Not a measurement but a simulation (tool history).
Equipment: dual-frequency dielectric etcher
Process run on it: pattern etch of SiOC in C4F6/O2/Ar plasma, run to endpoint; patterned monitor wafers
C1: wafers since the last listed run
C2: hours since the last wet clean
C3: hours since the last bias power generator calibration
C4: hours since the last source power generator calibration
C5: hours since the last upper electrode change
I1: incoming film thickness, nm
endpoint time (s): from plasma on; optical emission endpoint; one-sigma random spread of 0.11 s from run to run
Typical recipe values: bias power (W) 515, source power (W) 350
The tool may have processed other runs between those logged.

run 1 day=0 | bias_power_(W)=515 source_power_(W)=350 | C1=0 C2=239 C3=4370.8 C4=3964.7 C5=2743.9 | I1=45.06 | endpoint_time_(s)=14.8
run 2 day=0.475 | bias_power_(W)=515 source_power_(W)=350 | C1=244 C2=250.4 C3=4382.2 C4=3976.1 C5=2755.3 | I1=45.35 | endpoint_time_(s)=15
run 3 day=0.871 | bias_power_(W)=515 source_power_(W)=350 | C1=203 C2=259.9 C3=4391.7 C4=3985.6 C5=2764.8 | I1=45.14 | endpoint_time_(s)=15.1
run 4 day=1.446 | bias_power_(W)=515 source_power_(W)=350 | C1=295 C2=273.7 C3=4405.5 C4=3999.4 C5=2778.6 | I1=45.15 | endpoint_time_(s)=14.9
run 5 day=1.942 | bias_power_(W)=515 source_power_(W)=350 | C1=255 C2=285.6 C3=4417.4 C4=4011.3 C5=2790.5 | I1=45.18 | endpoint_time_(s)=15.3
run 6 day=2.317 | bias_power_(W)=542 source_power_(W)=350 | C1=193 C2=294.6 C3=4426.4 C4=4020.3 C5=2799.5 | I1=45.21 | endpoint_time_(s)=15
run 7 day=2.95 | bias_power_(W)=542 source_power_(W)=350 | C1=326 C2=309.8 C3=4441.6 C4=4035.5 C5=2814.7 | I1=44.83 | endpoint_time_(s)=14.8
run 8 day=3.342 | bias_power_(W)=515 source_power_(W)=350 | C1=201 C2=319.2 C3=4451 C4=4044.9 C5=2824.1 | I1=45.49 | endpoint_time_(s)=15.3
run 9 day=3.875 | bias_power_(W)=515 source_power_(W)=350 | C1=274 C2=332 C3=4463.8 C4=4057.7 C5=2836.9 | I1=45.15 | endpoint_time_(s)=15.1
run 10 day=4.392 | bias_power_(W)=515 source_power_(W)=350 | C1=265 C2=344.4 C3=4476.2 C4=4070.1 C5=2849.3 | I1=44.98 | endpoint_time_(s)=14.9
run 11 day=4.712 | bias_power_(W)=442 source_power_(W)=350 | C1=165 C2=352.1 C3=4483.9 C4=4077.8 C5=2857 | I1=44.88 | endpoint_time_(s)=15.6
run 12 day=5.096 | bias_power_(W)=484 source_power_(W)=350 | C1=197 C2=361.3 C3=4493.1 C4=4087 C5=2866.2 | I1=45.62 | endpoint_time_(s)=15.8
run 13 day=5.571 | bias_power_(W)=394 source_power_(W)=420 | C1=244 C2=372.7 C3=4504.5 C4=4098.4 C5=2877.6 | I1=45.17 | endpoint_time_(s)=15
-- day=5.875 source power generator calibrated
run 14 day=6.696 | bias_power_(W)=515 source_power_(W)=350 | C1=493 C2=399.7 C3=4531.5 C4=19.7 C5=2904.6 | I1=45.16 | endpoint_time_(s)=15.2
run 15 day=7.312 | bias_power_(W)=515 source_power_(W)=350 | C1=317 C2=414.5 C3=4546.3 C4=34.5 C5=2919.4 | I1=45.56 | endpoint_time_(s)=15.4
run 16 day=8.054 | bias_power_(W)=636 source_power_(W)=400 | C1=381 C2=432.3 C3=4564.1 C4=52.3 C5=2937.2 | I1=44.68 | endpoint_time_(s)=13.5
run 17 day=8.654 | bias_power_(W)=515 source_power_(W)=350 | C1=308 C2=446.7 C3=4578.5 C4=66.7 C5=2951.6 | I1=44.98 | endpoint_time_(s)=15.1
run 18 day=9.325 | bias_power_(W)=515 source_power_(W)=350 | C1=345 C2=462.8 C3=4594.6 C4=82.8 C5=2967.7 | I1=44.93 | endpoint_time_(s)=15.2
run 19 day=9.775 | bias_power_(W)=515 source_power_(W)=350 | C1=231 C2=473.6 C3=4605.4 C4=93.6 C5=2978.5 | I1=45.04 | endpoint_time_(s)=15.1
run 20 day=10.388 | bias_power_(W)=420 source_power_(W)=390 | C1=315 C2=488.3 C3=4620.1 C4=108.3 C5=2993.2 | I1=45.28 | endpoint_time_(s)=15.4
-- day=10.938 bias power generator calibrated
-- day=12.829 upper electrode replaced
run 21 day=12.85 | bias_power_(W)=418 source_power_(W)=300 | C1=667 C2=547.4 C3=45.9 C4=167.4 C5=0.5 | I1=45.42 | endpoint_time_(s)=17.8
run 22 day=12.862 | bias_power_(W)=471 source_power_(W)=420 | C1=6 C2=547.7 C3=46.2 C4=167.7 C5=0.8 | I1=45.08 | endpoint_time_(s)=14.6
run 23 day=12.875 | bias_power_(W)=515 source_power_(W)=350 | C1=6 C2=548 C3=46.5 C4=168 C5=1.1 | I1=45.19 | endpoint_time_(s)=15.4
run 24 day=13.038 | bias_power_(W)=515 source_power_(W)=350 | C1=83 C2=551.9 C3=50.4 C4=171.9 C5=5 | I1=45.41 | endpoint_time_(s)=15.6
-- day=14.262 wet clean of the chamber
run 25 day=14.283 | bias_power_(W)=627 source_power_(W)=440 | C1=126 C2=0.5 C3=80.3 C4=201.8 C5=34.9 | I1=44.98 | endpoint_time_(s)=12.8
run 26 day=14.375 | bias_power_(W)=589 source_power_(W)=430 | C1=47 C2=2.7 C3=82.5 C4=204 C5=37.1 | I1=45.39 | endpoint_time_(s)=12.9
run 27 day=14.917 | bias_power_(W)=577 source_power_(W)=380 | C1=278 C2=15.7 C3=95.5 C4=217 C5=50.1 | I1=44.17 | endpoint_time_(s)=13.3
run 28 day=15.329 | bias_power_(W)=515 source_power_(W)=350 | C1=212 C2=25.6 C3=105.4 C4=226.9 C5=60 | I1=45 | endpoint_time_(s)=15
run 29 day=15.967 | bias_power_(W)=615 source_power_(W)=350 | C1=328 C2=40.9 C3=120.7 C4=242.2 C5=75.3 | I1=45.12 | endpoint_time_(s)=14.1
run 30 day=16.671 | bias_power_(W)=611 source_power_(W)=350 | C1=362 C2=57.8 C3=137.6 C4=259.1 C5=92.2 | I1=44.97 | endpoint_time_(s)=14.2
run 31 day=17.083 | bias_power_(W)=391 source_power_(W)=310 | C1=212 C2=67.7 C3=147.5 C4=269 C5=102.1 | I1=44.85 | endpoint_time_(s)=16.9
run 32 day=17.646 | bias_power_(W)=515 source_power_(W)=430 | C1=289 C2=81.2 C3=161 C4=282.5 C5=115.6 | I1=44.91 | endpoint_time_(s)=13.3
run 33 day=18.275 | bias_power_(W)=515 source_power_(W)=410 | C1=323 C2=96.3 C3=176.1 C4=297.6 C5=130.7 | I1=45.18 | endpoint_time_(s)=13.9
run 34 day=18.85 | bias_power_(W)=515 source_power_(W)=260 | C1=295 C2=110.1 C3=189.9 C4=311.4 C5=144.5 | I1=45.34 | endpoint_time_(s)=16.9
run 35 day=19.6 | bias_power_(W)=515 source_power_(W)=350 | C1=386 C2=128.1 C3=207.9 C4=329.4 C5=162.5 | I1=45.03 | endpoint_time_(s)=14.9
run 36 day=20.196 | bias_power_(W)=404 source_power_(W)=420 | C1=306 C2=142.4 C3=222.2 C4=343.7 C5=176.8 | I1=45.72 | endpoint_time_(s)=14.8

Some steps in endpoint time (s) between neighbouring runs. How much of each would the tool show without its hidden state too (settings, what came in, random variation), and how much is left for the hidden state, with any gauge scatter that isn't in both results?
Unlogged tool condition in this case: etch rate over this chamber's usual, %; bias power that arrives over what is set, %; source power that arrives over what is set, %.
Run 2 -> 3: no setting touched and nothing written in the log between the runs. endpoint time (s) +0.1: hidden state +0.1, all else +0.
Run 20 -> 21: bias power (W) 420 -> 418, source power (W) 390 -> 300, bias power generator calibrated, upper electrode replaced. endpoint time (s) +2.4: hidden state +0.2, all else +2.2.
Run 21 -> 22: bias power (W) 418 -> 471, source power (W) 300 -> 420. endpoint time (s) -3.2: hidden state -0.1, all else -3.1.
Run 24 -> 25: bias power (W) 515 -> 627, source power (W) 350 -> 440, wet clean of the chamber. endpoint time (s) -2.8: hidden state -0.6, all else -2.2.
Run 31 -> 32: bias power (W) 391 -> 515, source power (W) 310 -> 430. endpoint time (s) -3.6: hidden state +0, all else -3.6.
Run 33 -> 34: source power (W) 410 -> 260. endpoint time (s) +3: hidden state +0.1, all else +2.9.
